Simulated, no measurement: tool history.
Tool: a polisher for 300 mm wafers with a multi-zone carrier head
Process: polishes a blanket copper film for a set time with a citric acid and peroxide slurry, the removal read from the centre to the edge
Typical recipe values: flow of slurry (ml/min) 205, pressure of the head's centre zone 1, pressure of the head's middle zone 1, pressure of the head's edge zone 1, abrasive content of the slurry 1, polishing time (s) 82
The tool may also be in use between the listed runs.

| run | hour | flow of slurry (ml/min) | pressure of the head's centre zone | pressure of the head's middle zone | pressure of the head's edge zone | abrasive content of the slurry | polishing time (s) | wafers since the last listed run | wafers polished on this pad | hours since the slurry nozzle was cleaned | hours since the centre zone pressure was calibrated | hours since the edge zone pressure was calibrated | hours since the carrier head's membrane was replaced | incoming thickness of the incoming film, nm | film removed at the wafer's centre (angstrom) | film removed at mid-radius (angstrom) | film removed at the wafer's edge (angstrom) |
|---|---|---|---|---|---|---|---|---|---|---|---|---|---|---|---|---|---|
| 1 | 0 | 205 | 1 | 0.97 | 1 | 1 | 82 | 0 | 760 | 104.1 | 268.2 | 677.3 | 1057.9 | 1233.9 | 2604 | 2616 | 2832 |
| 2 | 48.5 | 205 | 1 | 0.97 | 1 | 1 | 82 | 517 | 1278 | 152.6 | 316.7 | 725.8 | 1106.4 | 1257.8 | 2496 | 2627 | 2752 |
| 3 | 79.1 | 205 | 1 | 1 | 1 | 1 | 82 | 326 | 1605 | 183.2 | 347.3 | 756.4 | 1137 | 1252.5 | 2521 | 2708 | 2725 |
|  | 109.4 | centre zone pressure recalibrated |
|  | 109.6 | worn pad replaced by a new one |
| 4 | 137.4 | 205 | 1 | 1 | 1 | 1 | 82 | 598 | 296 | 241.5 | 28 | 814.7 | 1195.3 | 1245.8 | 2884 | 2870 | 2958 |
| 5 | 162.9 | 205 | 1 | 1 | 1 | 1 | 82 | 272 | 569 | 267 | 53.5 | 840.2 | 1220.8 | 1248.9 | 2766 | 2785 | 2886 |
| 6 | 228.8 | 205 | 1 | 1 | 1 | 1 | 82 | 703 | 1272 | 332.9 | 119.4 | 906.1 | 1286.7 | 1246 | 2573 | 2779 | 2760 |
|  | 269.3 | worn pad replaced by a new one |
| 7 | 269.8 | 205 | 1 | 1 | 1 | 1 | 82 | 394 | 5 | 373.9 | 160.4 | 947.1 | 1327.7 | 1245.1 | 2897 | 3077 | 3150 |
| 8 | 295.7 | 205 | 1 | 1 | 1 | 1 | 82 | 276 | 281 | 399.8 | 186.3 | 973 | 1353.6 | 1279 | 2747 | 2865 | 2987 |
|  | 333.1 | carrier head's membrane replaced by a new one |
| 9 | 333.6 | 205 | 1.05 | 1 | 1 | 1 | 82 | 351 | 633 | 437.7 | 224.2 | 1010.9 | 0.5 | 1238.7 | 2737 | 2806 | 2836 |
|  | 378.6 | slurry nozzle cleaned |
| 10 | 389.3 | 205 | 0.97 | 0.93 | 1 | 0.8 | 110 | 583 | 1217 | 10.7 | 279.9 | 1066.6 | 56.2 | 1264.8 | 3165 | 3234 | 3554 |
|  | 402 | edge zone pressure recalibrated |
| 11 | 417.6 | 205 | 1.06 | 1.09 | 1 | 1 | 82 | 280 | 1497 | 39 | 308.2 | 15.6 | 84.5 | 1249.4 | 2686 | 2876 | 2698 |
|  | 448.4 | worn pad replaced by a new one |
| 12 | 478.8 | 205 | 1 | 1 | 1 | 1 | 82 | 610 | 324 | 100.2 | 369.4 | 76.8 | 145.7 | 1251.5 | 2638 | 2828 | 2893 |
|  | 482.1 | centre zone pressure recalibrated |
| 13 | 549.4 | 205 | 1.07 | 1 | 1 | 1 | 82 | 732 | 1057 | 170.8 | 67.3 | 147.4 | 216.3 | 1232.7 | 2838 | 2754 | 2736 |
| 14 | 589.4 | 205 | 1 | 1.05 | 1 | 1.2 | 82 | 427 | 1484 | 210.8 | 107.3 | 187.4 | 256.3 | 1247.3 | 2733 | 2886 | 2857 |
|  | 627 | worn pad replaced by a new one |
| 15 | 639.2 | 205 | 1 | 1 | 1 | 1.1 | 67 | 488 | 129 | 260.6 | 157.1 | 237.2 | 306.1 | 1267.3 | 2355 | 2382 | 2491 |
| 16 | 683.7 | 205 | 1 | 1 | 1 | 1 | 103 | 475 | 605 | 305.1 | 201.6 | 281.7 | 350.6 | 1270 | 3374 | 3445 | 3552 |
| 17 | 741.4 | 205 | 1 | 1 | 1 | 1 | 82 | 615 | 1221 | 362.8 | 259.3 | 339.4 | 408.3 | 1258.4 | 2499 | 2618 | 2674 |
|  | 767.4 | worn pad replaced by a new one |
| 18 | 772.9 | 205 | 1 | 1 | 0.97 | 1 | 82 | 293 | 59 | 394.3 | 290.8 | 370.9 | 439.8 | 1265 | 2807 | 2996 | 3005 |
|  | 809.2 | slurry nozzle cleaned |
| 19 | 810.7 | 205 | 1 | 0.97 | 1 | 1 | 82 | 392 | 452 | 1.5 | 328.6 | 408.7 | 477.6 | 1248.4 | 2616 | 2746 | 2821 |

How would selected steps in film removed at the wafer's centre (angstrom) from run to run divide? Give the signed amount a tool lacking its hidden state would still show from settings, what came in and random variation, and the signed amount left for the hidden state, including any gauge scatter that is not in both of the compared results.
Unlogged tool condition in this case: removal rate lost through wear of the pad, %; slurry flow missing at the pad, %; deviation of the centre zone's pressure from its setpoint, %; deviation of the edge zone's pressure from its setpoint, %.
Run 3 -> 4: centre zone pressure recalibrated, worn pad replaced by a new one. film removed at the wafer's centre (angstrom) +363: hidden state +342, all else +21.
Run 15 -> 16: abrasive content of the slurry 1.1 -> 1, polishing time (s) 67 -> 103. film removed at the wafer's centre (angstrom) +1019: hidden state -329, all else +1348.
